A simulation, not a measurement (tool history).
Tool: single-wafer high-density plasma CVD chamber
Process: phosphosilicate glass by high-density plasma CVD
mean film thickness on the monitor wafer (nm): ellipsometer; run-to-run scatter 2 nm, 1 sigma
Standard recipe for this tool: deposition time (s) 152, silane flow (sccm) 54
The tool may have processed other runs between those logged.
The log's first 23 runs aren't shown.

run      day  deposition time (s)  silane flow (sccm)  read-back reference wafer on the same gauge, thickness_nm  mean film thickness on the monitor wafer (nm)
 24   88.154                  181                  54                                                    977.077                                         923.44
 25   91.462                  139                  43                                                    976.933                                        589.397
 26    93.25                  152                  54                                                    976.599                                        774.191
 27   94.796                  180                  63                                                    977.327                                       1040.647
 28   96.967                  152                  54                                                    976.966                                        774.944
      97.879  -- silane flow controller replaced, repeated, since the last time left the tool worse
 29    101.2                  126                  58                                                    976.682                                        720.954
 30  104.217                  144                  47                                                    977.296                                        689.367
 31  108.488                  152                  54                                                    976.452                                        812.859
 32  111.679                  152                  54                                                    976.824                                        812.883
 33  116.104                  169                  62                                                    976.401                                       1014.495
 34  118.521                  173                  54                                                     976.67                                        922.084

What if the next run were any one of these 3? Each begins from the tool's condition after run 34:
  A  118.538                  152                  61                                                          ?                                              ?
  B  118.538                  152                  47                                                          ?                                              ?
  C  118.538                  152                  57                                                          ?                                              ?

run  read-back reference wafer on the same gauge, thickness_nm  mean film thickness on the monitor wafer (nm)
  A                                                    977.489                                        899.016
  B                                                    977.489                                         722.82
  C                                                    977.489                                        848.674
With no hidden state in the tool, these same runs would have given:
run  mean film thickness on the monitor wafer (nm)
  A                                        907.942
  B                                        729.996
  C                                          857.1
